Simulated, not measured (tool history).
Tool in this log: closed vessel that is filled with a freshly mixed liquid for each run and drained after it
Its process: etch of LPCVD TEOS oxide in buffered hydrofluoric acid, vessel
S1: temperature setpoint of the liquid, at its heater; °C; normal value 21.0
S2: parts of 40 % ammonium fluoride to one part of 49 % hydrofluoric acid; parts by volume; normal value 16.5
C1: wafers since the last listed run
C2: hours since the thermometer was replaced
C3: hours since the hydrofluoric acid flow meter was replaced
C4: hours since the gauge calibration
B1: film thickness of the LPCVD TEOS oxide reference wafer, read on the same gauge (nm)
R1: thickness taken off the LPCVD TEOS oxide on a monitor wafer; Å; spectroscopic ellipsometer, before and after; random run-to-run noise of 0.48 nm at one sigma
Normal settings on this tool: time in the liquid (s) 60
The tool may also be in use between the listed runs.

run 1 hour=0.0 | S1=21.0 S2=16.5 time_in_the_liquid_(s)=80 | C1=0 C2=2049.5 C3=801.4 C4=328.3 | B1=60.00 | R1=1153.2
run 2 hour=30.5 | S1=21.0 S2=19.5 time_in_the_liquid_(s)=60 | C1=3164 C2=2080.0 C3=831.9 C4=358.8 | B1=59.99 | R1=730.8
run 3 hour=42.8 | S1=21.0 S2=19.5 time_in_the_liquid_(s)=60 | C1=1276 C2=2092.3 C3=844.2 C4=371.1 | B1=59.99 | R1=725.3
run 4 hour=74.7 | S1=21.0 S2=19.5 time_in_the_liquid_(s)=60 | C1=3309 C2=2124.2 C3=876.1 C4=403.0 | B1=60.01 | R1=722.9
run 5 hour=93.2 | S1=21.0 S2=14.5 time_in_the_liquid_(s)=60 | C1=1919 C2=2142.7 C3=894.6 C4=421.5 | B1=59.99 | R1=979.0
run 6 hour=116.8 | S1=21.0 S2=14.5 time_in_the_liquid_(s)=60 | C1=2448 C2=2166.3 C3=918.2 C4=445.1 | B1=60.01 | R1=978.4
run 7 hour=140.4 | S1=21.0 S2=14.5 time_in_the_liquid_(s)=60 | C1=2448 C2=2189.9 C3=941.8 C4=468.7 | B1=60.00 | R1=983.3
run 8 hour=168.4 | S1=23.5 S2=16.5 time_in_the_liquid_(s)=45 | C1=2905 C2=2217.9 C3=969.8 C4=496.7 | B1=60.03 | R1=729.7
run 9 hour=194.1 | S1=23.5 S2=16.5 time_in_the_liquid_(s)=45 | C1=2666 C2=2243.6 C3=995.5 C4=522.4 | B1=60.02 | R1=735.8
run 10 hour=207.1 | S1=23.0 S2=16.5 time_in_the_liquid_(s)=60 | C1=1348 C2=2256.6 C3=1008.5 C4=535.4 | B1=60.01 | R1=952.1
run 11 hour=235.4 | S1=23.0 S2=16.5 time_in_the_liquid_(s)=60 | C1=2936 C2=2284.9 C3=1036.8 C4=563.7 | B1=60.01 | R1=963.5
run 12 hour=253.1 | S1=21.0 S2=16.5 time_in_the_liquid_(s)=60 | C1=1836 C2=2302.6 C3=1054.5 C4=581.4 | B1=60.01 | R1=856.9
run 13 hour=286.6 | S1=21.0 S2=16.5 time_in_the_liquid_(s)=60 | C1=3475 C2=2336.1 C3=1088.0 C4=614.9 | B1=60.00 | R1=850.6
run 14 hour=303.8 | S1=21.0 S2=16.5 time_in_the_liquid_(s)=60 | C1=1784 C2=2353.3 C3=1105.2 C4=632.1 | B1=60.00 | R1=842.5
run 15 hour=336.1 | S1=21.0 S2=16.5 time_in_the_liquid_(s)=80 | C1=3351 C2=2385.6 C3=1137.5 C4=664.4 | B1=60.00 | R1=1122.4
run 16 hour=364.9 | S1=18.5 S2=16.5 time_in_the_liquid_(s)=45 | C1=2988 C2=2414.4 C3=1166.3 C4=693.2 | B1=60.00 | R1=551.7
-- hour=369.1 hydrofluoric acid flow meter replaced
run 17 hour=389.9 | S1=21.0 S2=19.0 time_in_the_liquid_(s)=75 | C1=2490 C2=2439.4 C3=20.8 C4=718.2 | B1=60.00 | R1=915.7
run 18 hour=423.2 | S1=21.0 S2=16.5 time_in_the_liquid_(s)=90 | C1=3455 C2=2472.7 C3=54.1 C4=751.5 | B1=59.97 | R1=1264.4
-- hour=443.3 thermometer replaced
run 19 hour=443.7 | S1=21.0 S2=14.5 time_in_the_liquid_(s)=60 | C1=2023 C2=0.4 C3=74.6 C4=772.0 | B1=59.99 | R1=1112.4
run 20 hour=468.8 | S1=19.0 S2=14.5 time_in_the_liquid_(s)=85 | C1=2604 C2=25.5 C3=99.7 C4=797.1 | B1=60.02 | R1=1411.6
-- hour=478.2 gauge calibrated
run 21 hour=494.4 | S1=23.0 S2=16.5 time_in_the_liquid_(s)=90 | C1=2656 C2=51.1 C3=125.3 C4=16.2 | B1=60.01 | R1=1630.2
run 22 hour=511.8 | S1=24.0 S2=16.5 time_in_the_liquid_(s)=30 | C1=1805 C2=68.5 C3=142.7 C4=33.6 | B1=60.02 | R1=581.7
run 23 hour=545.4 | S1=18.0 S2=14.5 time_in_the_liquid_(s)=90 | C1=3486 C2=102.1 C3=176.3 C4=67.2 | B1=60.01 | R1=1404.1
run 24 hour=564.0 | S1=21.0 S2=16.5 time_in_the_liquid_(s)=60 | C1=1929 C2=120.7 C3=194.9 C4=85.8 | B1=59.99 | R1=980.5
run 25 hour=597.5 | S1=21.0 S2=16.5 time_in_the_liquid_(s)=60 | C1=3475 C2=154.2 C3=228.4 C4=119.3 | B1=60.00 | R1=976.6
run 26 hour=620.9 | S1=17.0 S2=20.0 time_in_the_liquid_(s)=30 | C1=2427 C2=177.6 C3=251.8 C4=142.7 | B1=60.00 | R1=320.2
run 27 hour=644.5 | S1=19.5 S2=19.0 time_in_the_liquid_(s)=45 | C1=2448 C2=201.2 C3=275.4 C4=166.3 | B1=59.99 | R1=586.9
run 28 hour=680.4 | S1=21.0 S2=21.0 time_in_the_liquid_(s)=80 | C1=3724 C2=237.1 C3=311.3 C4=202.2 | B1=60.01 | R1=1040.9

3 ways to go on from here, each from the tool as it stands after run 28. What would each give?
run A hour=681.1 | S1=21.0 S2=16.5 time_in_the_liquid_(s)=60 | C1=72 C2=237.8 C3=312.0 C4=202.9 | B1=? | R1=?
run B hour=681.1 | S1=17.0 S2=16.5 time_in_the_liquid_(s)=60 | C1=72 C2=237.8 C3=312.0 C4=202.9 | B1=? | R1=?
run C hour=681.1 | S1=18.0 S2=19.5 time_in_the_liquid_(s)=60 | C1=72 C2=237.8 C3=312.0 C4=202.9 | B1=? | R1=?

run=A B1=60.01 R1=975.4
run=B B1=60.01 R1=777.8
run=C B1=60.01 R1=698.3
Without the tool's unlogged condition, the same runs would have read:
run=A R1=995.2
run=B R1=794.0
run=C R1=712.7
